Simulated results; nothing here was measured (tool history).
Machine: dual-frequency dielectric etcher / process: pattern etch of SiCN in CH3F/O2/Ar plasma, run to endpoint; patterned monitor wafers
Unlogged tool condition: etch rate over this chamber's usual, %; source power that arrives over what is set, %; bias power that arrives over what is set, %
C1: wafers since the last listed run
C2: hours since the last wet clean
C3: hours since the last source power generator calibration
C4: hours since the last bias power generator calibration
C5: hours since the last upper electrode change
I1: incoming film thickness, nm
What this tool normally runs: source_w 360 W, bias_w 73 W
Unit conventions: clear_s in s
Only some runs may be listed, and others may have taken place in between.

Run 1, hour 0: usual settings but source_w 320 W, bias_w 60 W; C1 0; C2 257.6; C3 3688.3; C4 3742.9; C5 3935.9; I1 7.64. Result: clear_s 20.9 s.
Run 2, hour 48.3: usual settings but source_w 320 W, bias_w 60 W; C1 1030; C2 305.9; C3 3736.6; C4 3791.2; C5 3984.2; I1 7.7. Result: clear_s 21 s.
Run 3, hour 89.8: usual settings; C1 885; C2 347.4; C3 3778.1; C4 3832.7; C5 4025.7; I1 7.69. Result: clear_s 19.1 s.
Run 4, hour 139.5: usual settings; C1 1060; C2 397.1; C3 3827.8; C4 3882.4; C5 4075.4; I1 7.75. Result: clear_s 19.2 s.
Run 5, hour 205.6: usual settings; C1 1410; C2 463.2; C3 3893.9; C4 3948.5; C5 4141.5; I1 7.68. Result: clear_s 19 s.
Run 6, hour 274.8: usual settings; C1 1476; C2 532.4; C3 3963.1; C4 4017.7; C5 4210.7; I1 7.71. Result: clear_s 18.9 s.
At hour 328.4: wet clean of the chamber.
Run 7, hour 344.7: usual settings; C1 979; C2 16.3; C3 4033; C4 4087.6; C5 4280.6; I1 7.7. Result: clear_s 18.5 s.
Run 8, hour 407.2: usual settings; C1 1333; C2 78.8; C3 4095.5; C4 4150.1; C5 4343.1; I1 7.61. Result: clear_s 18.4 s.
Run 9, hour 451.7: usual settings but bias_w 61 W; C1 949; C2 123.3; C3 4140; C4 4194.6; C5 4387.6; I1 7.66. Result: clear_s 19.7 s.
At hour 479.1: source power generator calibrated.
Run 10, hour 481.3: usual settings but bias_w 61 W; C1 546; C2 152.9; C3 2.2; C4 4224.2; C5 4417.2; I1 7.67. Result: clear_s 19.8 s.
Run 11, hour 522.4: usual settings but bias_w 61 W; C1 877; C2 194; C3 43.3; C4 4265.3; C5 4458.3; I1 7.64. Result: clear_s 19.6 s.
At hour 567.5: wet clean of the chamber, repeated, since the last time left the tool worse.
Run 12, hour 568: usual settings but bias_w 65 W; C1 460; C2 0.5; C3 88.9; C4 4310.9; C5 4503.9; I1 7.8. Result: clear_s 20.5 s.
Run 13, hour 586.5: usual settings but source_w 280 W, bias_w 65 W; C1 394; C2 19; C3 107.4; C4 4329.4; C5 4522.4; I1 7.71. Result: clear_s 21.2 s.
Run 14, hour 633.3: usual settings but source_w 280 W, bias_w 83 W; C1 998; C2 65.8; C3 154.2; C4 4376.2; C5 4569.2; I1 7.72. Result: clear_s 19.2 s.
At hour 682.4: upper electrode replaced.
Run 15, hour 694.7: usual settings but source_w 300 W, bias_w 89 W; C1 798; C2 127.2; C3 215.6; C4 4437.6; C5 12.3; I1 7.66. Result: clear_s 18.4 s.
At hour 712.2: bias power generator calibrated.
Run 16, hour 760.7: usual settings but source_w 290 W; C1 1323; C2 193.2; C3 281.6; C4 48.5; C5 78.3; I1 7.72. Result: clear_s 19.9 s.
Run 17, hour 830: usual settings but source_w 430 W, bias_w 68 W; C1 1478; C2 262.5; C3 350.9; C4 117.8; C5 147.6; I1 7.65. Result: clear_s 18.7 s.
Run 18, hour 893.8: usual settings but source_w 290 W, bias_w 68 W; C1 1361; C2 326.3; C3 414.7; C4 181.6; C5 211.4; I1 7.72. Result: clear_s 20.5 s.
Run 19, hour 925.8: usual settings but source_w 320 W, bias_w 68 W; C1 682; C2 358.3; C3 446.7; C4 213.6; C5 243.4; I1 7.7. Result: clear_s 19.9 s.
Run 20, hour 984.3: usual settings but source_w 420 W, bias_w 83 W; C1 1248; C2 416.8; C3 505.2; C4 272.1; C5 301.9; I1 7.62. Result: clear_s 17.2 s.
Run 21, hour 1015.6: usual settings; C1 667; C2 448.1; C3 536.5; C4 303.4; C5 333.2; I1 7.64. Result: clear_s 18.7 s.
At hour 1088.9: wet clean of the chamber.
Run 22, hour 1089.4: usual settings but source_w 400 W, bias_w 81 W; C1 1062; C2 0.5; C3 610.3; C4 377.2; C5 407; I1 7.73. Result: clear_s 18.2 s.
Run 23, hour 1108.6: usual settings but source_w 390 W; C1 409; C2 19.7; C3 629.5; C4 396.4; C5 426.2; I1 7.65. Result: clear_s 19 s.
Run 24, hour 1168.6: usual settings; C1 1280; C2 79.7; C3 689.5; C4 456.4; C5 486.2; I1 7.62. Result: clear_s 19.1 s.
Run 25, hour 1218.7: usual settings; C1 1069; C2 129.8; C3 739.6; C4 506.5; C5 536.3; I1 7.68. Result: clear_s 19.1 s.

Forecast each of these 4 alternatives for the next run:
Run A, hour 1219.1: usual settings; C1 8; C2 130.2; C3 740; C4 506.9; C5 536.7; I1 7.73. Result: clear_s ?.
Run B, hour 1219.1: usual settings but source_w 440 W; C1 8; C2 130.2; C3 740; C4 506.9; C5 536.7; I1 7.73. Result: clear_s ?.
Run C, hour 1219.1: usual settings but source_w 290 W, bias_w 57 W; C1 8; C2 130.2; C3 740; C4 506.9; C5 536.7; I1 7.73. Result: clear_s ?.
Run D, hour 1219.1: usual settings but source_w 440 W, bias_w 89 W; C1 8; C2 130.2; C3 740; C4 506.9; C5 536.7; I1 7.73. Result: clear_s ?.

run  clear_s
  A     19.2
  B     18.4
  C     21.9
  D     17.1
With the hidden condition removed and each run's random variation left untouched, the same runs would have given:
run  clear_s
  A     19.3
  B     18.6
  C     22.1
  D     17.2
